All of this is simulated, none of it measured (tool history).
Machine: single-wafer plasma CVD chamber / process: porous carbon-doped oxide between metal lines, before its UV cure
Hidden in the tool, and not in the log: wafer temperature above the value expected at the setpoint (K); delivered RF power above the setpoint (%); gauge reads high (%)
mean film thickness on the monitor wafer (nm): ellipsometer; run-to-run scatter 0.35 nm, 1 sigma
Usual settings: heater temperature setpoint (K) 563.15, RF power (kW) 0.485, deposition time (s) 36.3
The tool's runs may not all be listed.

run	hour	heater temperature setpoint (K)	RF power (kW)	deposition time (s)	wafers since the last listed run	hours since the last thermocouple change	hours since the last RF generator calibration	hours since the showerhead was replaced	hours since the gauge calibration	read-back reference wafer on the same gauge, thickness_nm	mean film thickness on the monitor wafer (nm)
1	0	563.15	0.485	36.3	0	2690.2	2136.1	5524.6	394.2	187.983	208.165
# hour 15.7: gauge calibrated
2	45.5	563.15	0.485	36.3	857	2735.7	2181.6	5570.1	29.8	188.101	207.526
3	63.2	563.15	0.485	36.3	333	2753.4	2199.3	5587.8	47.5	187.944	206.645
4	95.3	563.15	0.41	36.3	604	2785.5	2231.4	5619.9	79.6	187.981	171.249
5	112.1	563.15	0.485	36.3	316	2802.3	2248.2	5636.7	96.4	188.005	206.248
6	127	563.15	0.485	32.1	280	2817.2	2263.1	5651.6	111.3	187.945	182.929
7	159.5	563.15	0.485	32.1	612	2849.7	2295.6	5684.1	143.8	188.031	182.167
8	173.8	563.15	0.485	32.1	269	2864	2309.9	5698.4	158.1	187.937	182.263
9	198.4	563.15	0.415	36.3	463	2888.6	2334.5	5723	182.7	188.037	172.416
10	222.8	563.15	0.485	38.7	459	2913	2358.9	5747.4	207.1	187.972	218.311
11	247.9	563.15	0.485	38.7	473	2938.1	2384	5772.5	232.2	188.095	217.745
12	274.1	563.15	0.45	36.3	493	2964.3	2410.2	5798.7	258.4	188.015	188.119
13	294.9	563.15	0.45	36.3	391	2985.1	2431	5819.5	279.2	188.122	187.839
14	314.8	559.15	0.39	33.5	375	3005	2450.9	5839.4	299.1	188.049	150.961
15	329.4	554.15	0.57	36.3	275	3019.6	2465.5	5854	313.7	187.985	250.881
16	354	563.15	0.51	42.5	463	3044.2	2490.1	5878.6	338.3	187.922	249.93
# hour 370.3: thermocouple changed; heater temperature recalibrated
# hour 380.2: gauge calibrated
# hour 388.3: RF generator calibrated
17	388.8	550.15	0.545	33.5	354	18.5	0.5	5913.4	8.6	188.061	237.711
18	416.5	563.15	0.485	36.3	522	46.2	28.2	5941.1	36.3	187.906	213.585
# hour 432.8: showerhead replaced
19	449.6	563.15	0.485	36.3	473	79.3	61.3	16.8	69.4	188.009	213.906
20	470.7	559.15	0.42	34.3	397	100.4	82.4	37.9	90.5	187.988	178.452
21	483.3	563.15	0.535	40.8	237	113	95	50.5	103.1	187.923	261.796
22	511.2	563.15	0.485	36.3	525	140.9	122.9	78.4	131	188.005	214.87
23	537.8	563.15	0.435	29.3	501	167.5	149.5	105	157.6	188.13	155.111
24	566.8	563.15	0.485	31.7	546	196.5	178.5	134	186.6	187.94	187.673
25	586.6	555.15	0.485	38.4	373	216.3	198.3	153.8	206.4	188.104	238.159
26	604.5	563.15	0.485	36.3	337	234.2	216.2	171.7	224.3	188.054	215.297
27	636.1	578.15	0.58	36.3	595	265.8	247.8	203.3	255.9	188.089	230.755

Some steps in mean film thickness on the monitor wafer (nm), run to run, broken into two amounts with sign: the step expected even without the hidden condition (settings, incoming material, random variation), and the rest, left for the hidden condition together with whatever gauge scatter is not in both the measured and the hidden-condition-free result:
Run 8 -> 9: RF power (kW) 0.485 -> 0.415, deposition time (s) 32.1 -> 36.3. mean film thickness on the monitor wafer (nm) -9.847: hidden state -1.548, all else -8.299.
Run 14 -> 15: heater temperature setpoint (K) 559.15 -> 554.15, RF power (kW) 0.39 -> 0.57, deposition time (s) 33.5 -> 36.3. mean film thickness on the monitor wafer (nm) +99.92: hidden state -1.54, all else +101.46.
Run 16 -> 17: heater temperature setpoint (K) 563.15 -> 550.15, RF power (kW) 0.51 -> 0.545, deposition time (s) 42.5 -> 33.5, thermocouple changed; heater temperature recalibrated, gauge calibrated, RF generator calibrated. mean film thickness on the monitor wafer (nm) -12.219: hidden state +11.155, all else -23.374.
Run 20 -> 21: heater temperature setpoint (K) 559.15 -> 563.15, RF power (kW) 0.42 -> 0.535, deposition time (s) 34.3 -> 40.8. mean film thickness on the monitor wafer (nm) +83.344: hidden state +0.046, all else +83.298.

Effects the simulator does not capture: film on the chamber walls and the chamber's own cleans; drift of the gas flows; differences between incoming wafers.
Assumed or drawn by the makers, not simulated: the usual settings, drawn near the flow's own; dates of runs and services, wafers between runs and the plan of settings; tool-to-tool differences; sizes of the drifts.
